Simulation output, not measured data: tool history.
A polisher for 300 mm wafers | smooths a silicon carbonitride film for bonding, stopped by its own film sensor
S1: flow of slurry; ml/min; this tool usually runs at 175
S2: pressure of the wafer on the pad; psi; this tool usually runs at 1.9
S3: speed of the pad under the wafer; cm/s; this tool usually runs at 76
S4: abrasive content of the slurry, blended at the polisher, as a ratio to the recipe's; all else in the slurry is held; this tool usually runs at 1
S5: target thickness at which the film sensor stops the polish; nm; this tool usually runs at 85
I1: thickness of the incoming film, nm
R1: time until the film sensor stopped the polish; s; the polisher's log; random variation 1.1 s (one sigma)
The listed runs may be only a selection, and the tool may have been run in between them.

run	hour	S1	S2	S3	S4	S5	I1	R1
1	0	175	1.9	76	1	85	100.8	90.5
2	14.1	175	1.9	76	1	85	98.6	77.8
3	28.5	175	1.9	56	1	85	99.8	108.2
4	38.6	175	1.9	82	1	85	100.7	86.7
# hour 43.5: slurry nozzle cleaned
5	46.3	175	1.9	82	1	85	99.5	81.6
# hour 94.5: worn pad replaced by a new one
6	95	175	1.9	82	1	85	100.2	85.4
7	100.5	175	1.9	76	1	85	99.4	85.7
8	118.4	175	1.9	76	1	85	100.2	88.8
9	133.3	175	1.9	76	1	85	101.5	98.8
# hour 144: slurry blender recalibrated
10	163.5	175	1.9	76	1	85	100.8	86.7
11	172.3	175	1.5	76	1	82	100.3	119.6
12	181.3	175	2.6	58	1.25	82	99.2	84.9
13	193.5	205	1.4	100	1.2	85	100.3	76.1
# hour 210.5: worn pad replaced by a new one
# hour 238.4: head pressure recalibrated
14	246.6	175	1.9	76	1	88	100.1	67.4
15	255.8	175	1.9	76	1	82	100.3	105
16	267	175	1.9	76	1	85	99.9	85
17	298.2	175	1.7	76	1	85	100	92.1
18	321.7	175	2.6	76	1	85	101.4	77.1
# hour 339.8: worn pad replaced by a new one
19	340.3	155	1.9	54	1.2	88	101.5	92
20	349.7	150	1.6	92	1	85	99.2	80.1
21	362.5	175	1.9	76	1	85	100.4	91.6
22	376.4	175	1.9	102	1.15	85	99.1	63.4
23	384.1	175	1.9	76	1	85	100.7	91.5
24	392	175	1.9	76	1	85	98.8	81.8
25	398.8	175	1.9	76	1	85	99.5	85.6
26	411.2	175	1.9	76	1	85	100.3	91.8
27	426.1	115	1.9	76	1	85	99.3	90.9
28	436.3	175	1.9	76	0.8	85	101.5	110.7
29	453.1	175	1.9	76	1.1	81	99.2	104.2
30	466.5	175	1.9	76	1	85	101.1	97.6
# hour 472.8: worn pad replaced by a new one
31	479.5	175	1.9	56	1.2	85	99.4	99.8

Consider 3 possible next runs. They are alternatives, not a sequence: every one starts from the tool as it was left by run 31. What does each give?
A	480	175	1.9	76	1	81	98.2	?
B	480	130	1.9	50	0.8	82	98.2	?
C	480	175	1.9	76	1.2	87	98.2	?

run	R1
A	104.3
B	154.8
C	61.9
Had the tool no hidden state, the same runs would have come out as:
run	R1
A	97.1
B	142.8
C	58.1
